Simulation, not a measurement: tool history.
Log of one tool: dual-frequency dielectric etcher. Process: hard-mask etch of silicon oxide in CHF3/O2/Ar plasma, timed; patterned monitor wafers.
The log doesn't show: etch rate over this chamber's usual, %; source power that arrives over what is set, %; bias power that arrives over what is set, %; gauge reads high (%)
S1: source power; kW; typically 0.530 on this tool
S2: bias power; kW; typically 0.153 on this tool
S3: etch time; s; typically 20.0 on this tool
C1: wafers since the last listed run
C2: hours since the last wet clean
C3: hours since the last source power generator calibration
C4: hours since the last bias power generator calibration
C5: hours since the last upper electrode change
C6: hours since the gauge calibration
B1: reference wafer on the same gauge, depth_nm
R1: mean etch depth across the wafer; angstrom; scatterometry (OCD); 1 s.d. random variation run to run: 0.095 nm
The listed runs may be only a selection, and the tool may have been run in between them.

Run 1, day 0.000: usual settings but S2 0.182 kW; C1 0; C2 362.0; C3 2889.9; C4 3831.0; C5 3582.0; C6 240.1; B1 30.09. Result: R1 355.1 angstrom.
Run 2, day 0.433: usual settings but S1 0.610 kW, S3 22.5 s; C1 233; C2 372.4; C3 2900.3; C4 3841.4; C5 3592.4; C6 250.5; B1 30.08. Result: R1 405.3 angstrom.
Run 3, day 1.108: usual settings but S1 0.610 kW, S3 22.5 s; C1 364; C2 388.6; C3 2916.5; C4 3857.6; C5 3608.6; C6 266.7; B1 30.12. Result: R1 404.7 angstrom.
Run 4, day 1.742: usual settings but S1 0.610 kW, S3 22.5 s; C1 341; C2 403.8; C3 2931.7; C4 3872.8; C5 3623.8; C6 281.9; B1 30.12. Result: R1 404.2 angstrom.
Run 5, day 2.200: usual settings; C1 247; C2 414.8; C3 2942.7; C4 3883.8; C5 3634.8; C6 292.9; B1 30.09. Result: R1 333.3 angstrom.
Run 6, day 2.575: usual settings; C1 202; C2 423.8; C3 2951.7; C4 3892.8; C5 3643.8; C6 301.9; B1 30.12. Result: R1 333.5 angstrom.
Run 7, day 3.225: usual settings; C1 350; C2 439.4; C3 2967.3; C4 3908.4; C5 3659.4; C6 317.5; B1 30.08. Result: R1 334.5 angstrom.
Run 8, day 3.888: usual settings but S3 17.0 s; C1 357; C2 455.3; C3 2983.2; C4 3924.3; C5 3675.3; C6 333.4; B1 30.07. Result: R1 284.1 angstrom.
At day 3.938: gauge calibrated.
Run 9, day 4.225: usual settings but S2 0.142 kW; C1 182; C2 463.4; C3 2991.3; C4 3932.4; C5 3683.4; C6 6.9; B1 30.12. Result: R1 325.8 angstrom.
Run 10, day 4.600: usual settings but S2 0.142 kW; C1 202; C2 472.4; C3 3000.3; C4 3941.4; C5 3692.4; C6 15.9; B1 30.08. Result: R1 325.0 angstrom.
Run 11, day 4.900: usual settings but S1 0.470 kW, S2 0.119 kW, S3 26.0 s; C1 161; C2 479.6; C3 3007.5; C4 3948.6; C5 3699.6; C6 23.1; B1 30.08. Result: R1 376.1 angstrom.
Run 12, day 5.462: usual settings but S2 0.132 kW, S3 18.5 s; C1 303; C2 493.1; C3 3021.0; C4 3962.1; C5 3713.1; C6 36.6; B1 30.13. Result: R1 294.4 angstrom.
At day 6.729: bias power generator calibrated.
At day 7.017: wet clean of the chamber.
At day 7.262: source power generator calibrated.
Run 13, day 7.283: usual settings; C1 647; C2 6.4; C3 0.5; C4 13.3; C5 3756.8; C6 80.3; B1 30.11. Result: R1 345.7 angstrom.
At day 8.517: upper electrode replaced.
Run 14, day 8.538: usual settings but S1 0.580 kW, S2 0.171 kW, S3 17.5 s; C1 137; C2 36.5; C3 30.6; C4 43.4; C5 0.5; C6 110.4; B1 30.08. Result: R1 326.1 angstrom.
Run 15, day 8.550: usual settings; C1 6; C2 36.8; C3 30.9; C4 43.7; C5 0.8; C6 110.7; B1 30.12. Result: R1 343.9 angstrom.
Run 16, day 8.858: usual settings; C1 166; C2 44.2; C3 38.3; C4 51.1; C5 8.2; C6 118.1; B1 30.08. Result: R1 342.7 angstrom.
Run 17, day 9.592: usual settings but S1 0.490 kW, S3 15.0 s; C1 395; C2 61.8; C3 55.9; C4 68.7; C5 25.8; C6 135.7; B1 30.09. Result: R1 247.2 angstrom.
Run 18, day 9.879: usual settings but S3 21.5 s; C1 155; C2 68.7; C3 62.8; C4 75.6; C5 32.7; C6 142.6; B1 30.06. Result: R1 368.0 angstrom.
Run 19, day 10.154: usual settings but S1 0.470 kW; C1 148; C2 75.3; C3 69.4; C4 82.2; C5 39.3; C6 149.2; B1 30.13. Result: R1 323.0 angstrom.
Run 20, day 10.417: usual settings; C1 141; C2 81.6; C3 75.7; C4 88.5; C5 45.6; C6 155.5; B1 30.12. Result: R1 343.0 angstrom.
Run 21, day 10.721: usual settings but S1 0.570 kW, S2 0.187 kW, S3 18.5 s; C1 164; C2 88.9; C3 83.0; C4 95.8; C5 52.9; C6 162.8; B1 30.13. Result: R1 349.0 angstrom.

Table of differences, measured result less the result of that run with no hidden state. Run-to-run variation is the same in both. Gauge scatter possibly is not:
run     R1
  1   -9.2
  2  -10.9
  3  -11.4
  4  -12.0
  5  -10.2
  6  -10.4
  7  -10.8
  8   -9.6
  9  -11.2
 10  -11.5
 11  -13.5
 12  -10.9
 13   +0.2
 14   -0.6
 15   -0.6
 16   -0.7
 17   -0.9
 18   -1.5
 19   -1.5
 20   -1.8
 21   -2.0
